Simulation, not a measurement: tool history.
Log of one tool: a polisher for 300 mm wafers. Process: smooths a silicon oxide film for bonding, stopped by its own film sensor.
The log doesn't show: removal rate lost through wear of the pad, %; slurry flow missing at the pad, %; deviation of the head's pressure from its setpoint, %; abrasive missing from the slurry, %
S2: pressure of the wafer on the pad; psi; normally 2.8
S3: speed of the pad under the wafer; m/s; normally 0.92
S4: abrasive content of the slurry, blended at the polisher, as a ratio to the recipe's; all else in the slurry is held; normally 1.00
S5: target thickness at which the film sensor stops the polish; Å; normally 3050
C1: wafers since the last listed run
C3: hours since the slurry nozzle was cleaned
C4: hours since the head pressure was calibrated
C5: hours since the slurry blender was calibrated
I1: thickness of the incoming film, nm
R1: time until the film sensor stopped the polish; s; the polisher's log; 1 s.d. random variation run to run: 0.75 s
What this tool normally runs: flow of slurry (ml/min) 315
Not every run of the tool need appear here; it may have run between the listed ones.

{"run": 1, "day": 0.0, "flow of slurry (ml/min)": 315, "S2": 2.8, "S3": 0.92, "S4": 1.0, "S5": 3140, "C1": 0, "wafers polished on this pad": 331, "C3": 173.0, "C4": 1113.5, "C5": 215.2, "I1": 370.3, "R1": 63.5}
{"run": 2, "day": 0.267, "flow of slurry (ml/min)": 315, "S2": 2.8, "S3": 0.92, "S4": 1.0, "S5": 3140, "C1": 84, "wafers polished on this pad": 415, "C3": 179.4, "C4": 1119.9, "C5": 221.6, "I1": 373.7, "R1": 66.3}
{"run": 3, "day": 0.825, "flow of slurry (ml/min)": 315, "S2": 2.8, "S3": 0.92, "S4": 1.0, "S5": 3050, "C1": 176, "wafers polished on this pad": 592, "C3": 192.8, "C4": 1133.3, "C5": 235.0, "I1": 373.5, "R1": 77.9}
{"run": 4, "day": 1.225, "flow of slurry (ml/min)": 315, "S2": 2.8, "S3": 0.92, "S4": 1.0, "S5": 3050, "C1": 126, "wafers polished on this pad": 719, "C3": 202.4, "C4": 1142.9, "C5": 244.6, "I1": 366.6, "R1": 70.4}
{"run": 5, "day": 1.85, "flow of slurry (ml/min)": 315, "S2": 2.8, "S3": 0.92, "S4": 1.0, "S5": 3050, "C1": 197, "wafers polished on this pad": 917, "C3": 217.4, "C4": 1157.9, "C5": 259.6, "I1": 365.4, "R1": 68.2}
{"day": 2.583, "done": "slurry blender recalibrated"}
{"day": 2.688, "done": "worn pad replaced by a new one"}
{"run": 6, "day": 2.708, "flow of slurry (ml/min)": 315, "S2": 2.8, "S3": 0.92, "S4": 1.0, "S5": 3050, "C1": 213, "wafers polished on this pad": 7, "C3": 238.0, "C4": 1178.5, "C5": 3.0, "I1": 367.0, "R1": 64.5}
{"run": 7, "day": 3.004, "flow of slurry (ml/min)": 315, "S2": 2.2, "S3": 0.92, "S4": 1.0, "S5": 3050, "C1": 93, "wafers polished on this pad": 100, "C3": 245.1, "C4": 1185.6, "C5": 10.1, "I1": 372.9, "R1": 85.9}
{"run": 8, "day": 3.575, "flow of slurry (ml/min)": 315, "S2": 2.8, "S3": 0.92, "S4": 1.25, "S5": 2870, "C1": 180, "wafers polished on this pad": 281, "C3": 258.8, "C4": 1199.3, "C5": 23.8, "I1": 374.7, "R1": 84.1}
{"day": 3.854, "done": "slurry nozzle cleaned"}
{"run": 9, "day": 4.038, "flow of slurry (ml/min)": 315, "S2": 2.5, "S3": 0.78, "S4": 1.0, "S5": 2880, "C1": 133, "wafers polished on this pad": 414, "C3": 4.4, "C4": 1210.4, "C5": 34.9, "I1": 370.5, "R1": 110.3}
{"run": 10, "day": 4.4, "flow of slurry (ml/min)": 315, "S2": 3.4, "S3": 1.06, "S4": 1.0, "S5": 2950, "C1": 114, "wafers polished on this pad": 529, "C3": 13.1, "C4": 1219.1, "C5": 43.6, "I1": 363.8, "R1": 53.9}
{"day": 4.667, "done": "head pressure recalibrated"}
{"run": 11, "day": 4.95, "flow of slurry (ml/min)": 315, "S2": 3.7, "S3": 0.68, "S4": 0.9, "S5": 3250, "C1": 147, "wafers polished on this pad": 677, "C3": 26.3, "C4": 6.8, "C5": 56.8, "I1": 369.1, "R1": 49.2}
{"run": 12, "day": 5.496, "flow of slurry (ml/min)": 315, "S2": 3.4, "S3": 1.06, "S4": 1.0, "S5": 2950, "C1": 172, "wafers polished on this pad": 850, "C3": 39.4, "C4": 19.9, "C5": 69.9, "I1": 375.4, "R1": 64.6}
{"run": 13, "day": 5.933, "flow of slurry (ml/min)": 315, "S2": 2.8, "S3": 0.92, "S4": 1.0, "S5": 3050, "C1": 138, "wafers polished on this pad": 989, "C3": 49.9, "C4": 30.4, "C5": 80.4, "I1": 368.2, "R1": 68.7}
{"day": 6.425, "done": "worn pad replaced by a new one"}
{"run": 14, "day": 6.633, "flow of slurry (ml/min)": 315, "S2": 2.8, "S3": 0.92, "S4": 0.75, "S5": 2950, "C1": 168, "wafers polished on this pad": 66, "C3": 66.7, "C4": 47.2, "C5": 97.2, "I1": 369.0, "R1": 92.4}

What if the next run were any one of these 3? Each begins from the tool's condition after run 14:
{"run": "A", "day": 6.65, "flow of slurry (ml/min)": 315, "S2": 2.8, "S3": 0.92, "S4": 1.0, "S5": 3050, "C1": 5, "wafers polished on this pad": 71, "C3": 67.1, "C4": 47.6, "C5": 97.6, "I1": 371.3, "R1": "?"}
{"run": "B", "day": 6.65, "flow of slurry (ml/min)": 315, "S2": 2.8, "S3": 1.22, "S4": 1.0, "S5": 2840, "C1": 5, "wafers polished on this pad": 71, "C3": 67.1, "C4": 47.6, "C5": 97.6, "I1": 371.3, "R1": "?"}
{"run": "C", "day": 6.65, "flow of slurry (ml/min)": 315, "S2": 3.3, "S3": 0.84, "S4": 1.0, "S5": 2990, "C1": 5, "wafers polished on this pad": 71, "C3": 67.1, "C4": 47.6, "C5": 97.6, "I1": 371.3, "R1": "?"}

run=A R1=73.0
run=B R1=76.7
run=C R1=74.0
Without the tool's unlogged condition, the same runs would have read:
run=A R1=67.7
run=B R1=71.1
run=C R1=68.6

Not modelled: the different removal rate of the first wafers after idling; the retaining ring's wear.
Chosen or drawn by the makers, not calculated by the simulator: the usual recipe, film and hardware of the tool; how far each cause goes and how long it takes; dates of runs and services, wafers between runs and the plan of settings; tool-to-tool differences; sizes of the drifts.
